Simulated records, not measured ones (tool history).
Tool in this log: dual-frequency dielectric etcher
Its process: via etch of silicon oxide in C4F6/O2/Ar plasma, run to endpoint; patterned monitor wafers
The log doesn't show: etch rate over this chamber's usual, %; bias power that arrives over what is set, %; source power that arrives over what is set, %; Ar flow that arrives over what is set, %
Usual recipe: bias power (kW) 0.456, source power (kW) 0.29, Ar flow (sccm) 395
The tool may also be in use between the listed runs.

run     day  bias power (kW)  source power (kW)  Ar flow (sccm)  wafers since the last listed run  hours since the last wet clean  hours since the last bias power generator calibration  hours since the last source power generator calibration  hours since the last Ar flow controller change  hours since the last upper electrode change  incoming incoming film thickness, nm  endpoint time (s)
  1       0            0.456               0.29             464                                 0                           280.4                                                 4380.9                                                   2772.5                                          2838.6                                       2939.3                                 149.4               40.2
  2   2.033            0.456               0.29             464                               433                           329.2                                                 4429.7                                                   2821.3                                          2887.4                                       2988.1                                 149.8               40.3
  3   4.067              0.5               0.29             358                               433                             378                                                 4478.5                                                   2870.1                                          2936.2                                       3036.9                                   149               38.2
  4   7.025              0.5               0.29             358                               630                             449                                                 4549.5                                                   2941.1                                          3007.2                                       3107.9                                 148.4                 38
     14.142  -- wet clean of the chamber
     16.812  -- Ar flow controller replaced
     17.779  -- upper electrode replaced
  5  19.267              0.5               0.29             358                              2136                             123                                                 4843.3                                                   3234.9                                            58.9                                         35.7                                 149.3               38.3
  6  23.754            0.456               0.29             395                               956                           230.7                                                   4951                                                   3342.6                                           166.6                                        143.4                                 149.2               39.7
     23.971  -- bias power generator calibrated
  7  25.417            0.456               0.29             395                               318                           270.6                                                   34.7                                                   3382.5                                           206.5                                        183.3                                 149.5               39.5
       27.6  -- source power generator calibrated
  8  28.283            0.456               0.29             395                               575                           339.4                                                  103.5                                                     16.4                                           275.3                                        252.1                                 149.4               39.9
  9  30.988            0.516               0.33             442                               576                           404.3                                                  168.4                                                     81.3                                           340.2                                          317                                 148.8               36.8
     35.354  -- wet clean of the chamber
 10  35.375            0.509               0.24             324                               721                             0.5                                                  273.7                                                    186.6                                           445.5                                        422.3                                 149.3               40.3
 11  36.896            0.456               0.36             395                               324                              37                                                  310.2                                                    223.1                                             482                                        458.8                                 149.5               37.1
 12  38.908             0.41               0.24             335                               428                            85.3                                                  358.5                                                    271.4                                           530.3                                        507.1                                 149.2               43.1
 13    42.2            0.347               0.29             367                               701                           164.3                                                  437.5                                                    350.4                                           609.3                                        586.1                                 148.2               42.2
 14    45.8            0.406               0.35             456                               767                           250.7                                                  523.9                                                    436.8                                           695.7                                        672.5                                 147.8               38.5

Hidden state at the last listed run before each entry between runs and at the first one after, where it differs:
After run 4, before run 5: wet clean of the chamber (day 14.142); Ar flow controller replaced (day 16.812); upper electrode replaced (day 17.779)
  nothing in the hidden state changes from one run to the other
After run 6, before run 7: bias power generator calibrated (day 23.971)
  nothing in the hidden state changes from one run to the other
After run 7, before run 8: source power generator calibrated (day 27.6)
  nothing in the hidden state changes from one run to the other
After run 9, before run 10: wet clean of the chamber (day 35.354)
  nothing in the hidden state changes from one run to the other
